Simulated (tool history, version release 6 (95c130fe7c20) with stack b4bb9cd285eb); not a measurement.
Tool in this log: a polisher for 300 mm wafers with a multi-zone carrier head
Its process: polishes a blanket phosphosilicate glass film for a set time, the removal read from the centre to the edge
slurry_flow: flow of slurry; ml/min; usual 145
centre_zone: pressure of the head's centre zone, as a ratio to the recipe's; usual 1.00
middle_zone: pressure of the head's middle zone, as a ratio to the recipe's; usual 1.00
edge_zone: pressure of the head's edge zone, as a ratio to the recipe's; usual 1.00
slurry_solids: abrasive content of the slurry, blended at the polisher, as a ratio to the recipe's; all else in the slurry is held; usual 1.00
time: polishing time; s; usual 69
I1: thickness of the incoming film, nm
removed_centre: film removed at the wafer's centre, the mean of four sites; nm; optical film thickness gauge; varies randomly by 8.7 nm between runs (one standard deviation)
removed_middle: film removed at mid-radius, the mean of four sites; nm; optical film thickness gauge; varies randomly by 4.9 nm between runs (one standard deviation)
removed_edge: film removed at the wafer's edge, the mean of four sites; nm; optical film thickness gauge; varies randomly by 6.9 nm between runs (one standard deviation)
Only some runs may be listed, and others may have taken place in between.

run 1 hour=0.0 | slurry_flow=145 centre_zone=1.00 middle_zone=1.00 edge_zone=1.00 slurry_solids=1.00 time=69 | I1=4159.1 | removed_centre=661.7 removed_middle=679.1 removed_edge=685.5
run 2 hour=25.6 | slurry_flow=145 centre_zone=1.00 middle_zone=1.00 edge_zone=1.00 slurry_solids=1.00 time=69 | I1=4190.2 | removed_centre=657.3 removed_middle=674.1 removed_edge=677.0
run 3 hour=50.3 | slurry_flow=145 centre_zone=0.96 middle_zone=1.00 edge_zone=1.00 slurry_solids=1.00 time=69 | I1=4194.9 | removed_centre=645.6 removed_middle=667.9 removed_edge=678.1
run 4 hour=97.8 | slurry_flow=145 centre_zone=0.96 middle_zone=1.00 edge_zone=1.00 slurry_solids=1.00 time=69 | I1=4247.8 | removed_centre=635.1 removed_middle=672.5 removed_edge=665.2
run 5 hour=142.8 | slurry_flow=145 centre_zone=0.96 middle_zone=1.00 edge_zone=1.00 slurry_solids=1.00 time=69 | I1=4266.1 | removed_centre=641.5 removed_middle=668.1 removed_edge=675.2
-- hour=188.1 worn pad replaced by a new one
run 6 hour=213.2 | slurry_flow=145 centre_zone=1.00 middle_zone=1.00 edge_zone=1.00 slurry_solids=1.20 time=69 | I1=4185.6 | removed_centre=723.1 removed_middle=723.9 removed_edge=736.6
run 7 hour=282.4 | slurry_flow=145 centre_zone=1.00 middle_zone=1.00 edge_zone=1.00 slurry_solids=1.20 time=69 | I1=4204.7 | removed_centre=716.5 removed_middle=717.1 removed_edge=726.2
run 8 hour=311.8 | slurry_flow=145 centre_zone=1.00 middle_zone=1.00 edge_zone=1.00 slurry_solids=1.20 time=69 | I1=4208.9 | removed_centre=692.7 removed_middle=726.7 removed_edge=731.3
-- hour=425.3 worn pad replaced by a new one
run 9 hour=498.0 | slurry_flow=145 centre_zone=1.00 middle_zone=1.00 edge_zone=1.00 slurry_solids=1.00 time=69 | I1=4251.4 | removed_centre=645.8 removed_middle=654.9 removed_edge=662.9
-- hour=537.2 carrier head's membrane replaced by a new one
run 10 hour=547.4 | slurry_flow=145 centre_zone=1.00 middle_zone=1.00 edge_zone=1.00 slurry_solids=1.00 time=69 | I1=4202.9 | removed_centre=650.2 removed_middle=656.5 removed_edge=661.0
-- hour=564.1 edge zone pressure recalibrated
run 11 hour=573.4 | slurry_flow=145 centre_zone=1.00 middle_zone=1.00 edge_zone=1.00 slurry_solids=1.00 time=69 | I1=4242.6 | removed_centre=628.3 removed_middle=650.4 removed_edge=657.0
-- hour=584.2 centre zone pressure recalibrated
run 12 hour=611.5 | slurry_flow=145 centre_zone=0.91 middle_zone=1.00 edge_zone=1.00 slurry_solids=1.00 time=69 | I1=4150.2 | removed_centre=582.2 removed_middle=645.0 removed_edge=665.6
run 13 hour=646.4 | slurry_flow=145 centre_zone=1.00 middle_zone=1.00 edge_zone=1.00 slurry_solids=1.00 time=69 | I1=4183.2 | removed_centre=634.2 removed_middle=648.9 removed_edge=659.1
-- hour=676.4 worn pad replaced by a new one
run 14 hour=704.8 | slurry_flow=145 centre_zone=0.94 middle_zone=1.00 edge_zone=1.00 slurry_solids=1.00 time=69 | I1=4224.2 | removed_centre=601.6 removed_middle=638.9 removed_edge=659.9
run 15 hour=732.8 | slurry_flow=145 centre_zone=1.00 middle_zone=1.00 edge_zone=1.00 slurry_solids=1.00 time=69 | I1=4263.8 | removed_centre=623.3 removed_middle=642.5 removed_edge=662.2
-- hour=736.1 slurry nozzle cleaned
run 16 hour=802.6 | slurry_flow=145 centre_zone=1.00 middle_zone=0.95 edge_zone=1.00 slurry_solids=1.00 time=69 | I1=4225.2 | removed_centre=591.2 removed_middle=587.7 removed_edge=644.9
run 17 hour=855.1 | slurry_flow=145 centre_zone=1.08 middle_zone=0.92 edge_zone=1.00 slurry_solids=1.20 time=69 | I1=4197.7 | removed_centre=700.9 removed_middle=620.0 removed_edge=688.0
-- hour=906.1 slurry nozzle cleaned, repeated, since the last time left the tool worse
run 18 hour=912.0 | slurry_flow=145 centre_zone=0.88 middle_zone=0.97 edge_zone=1.00 slurry_solids=0.85 time=51 | I1=4187.4 | removed_centre=402.3 removed_middle=445.7 removed_edge=461.2
run 19 hour=947.8 | slurry_flow=145 centre_zone=1.00 middle_zone=1.00 edge_zone=1.00 slurry_solids=1.00 time=69 | I1=4282.9 | removed_centre=674.4 removed_middle=670.3 removed_edge=679.5
-- hour=966.7 worn pad replaced by a new one
run 20 hour=1159.1 | slurry_flow=145 centre_zone=1.00 middle_zone=1.00 edge_zone=1.00 slurry_solids=1.20 time=69 | I1=4107.8 | removed_centre=724.1 removed_middle=736.1 removed_edge=745.3
-- hour=1199.6 worn pad replaced by a new one
run 21 hour=1209.9 | slurry_flow=145 centre_zone=0.88 middle_zone=1.00 edge_zone=1.00 slurry_solids=1.00 time=69 | I1=4256.4 | removed_centre=578.9 removed_middle=667.4 removed_edge=676.6
-- hour=1254.7 edge zone pressure recalibrated
run 22 hour=1265.3 | slurry_flow=110 centre_zone=1.09 middle_zone=1.00 edge_zone=1.00 slurry_solids=1.00 time=69 | I1=4266.8 | removed_centre=690.0 removed_middle=639.3 removed_edge=661.1

What the log doesn't show, run by run:
removal rate lost through wear of the pad, %: 0 on each run
deviation of the centre zone's pressure from its setpoint, %: 0 on each run
deviation of the edge zone's pressure from its setpoint, %: 0 on each run
H1: slurry flow missing at the pad, %
run=1 H1=8.01
run=2 H1=8.8
run=3 H1=9.56
run=4 H1=11
run=5 H1=12.4
run=6 H1=14.6
run=7 H1=16.7
run=8 H1=17.6
run=9 H1=23.3
run=10 H1=24.8
run=11 H1=25.6
run=12 H1=26.8
run=13 H1=27.9
run=14 H1=29.7
run=15 H1=30.5
run=16 H1=48.9
run=17 H1=50.6
run=18 H1=2.13
run=19 H1=3.23
run=20 H1=9.73
run=21 H1=11.3
run=22 H1=13
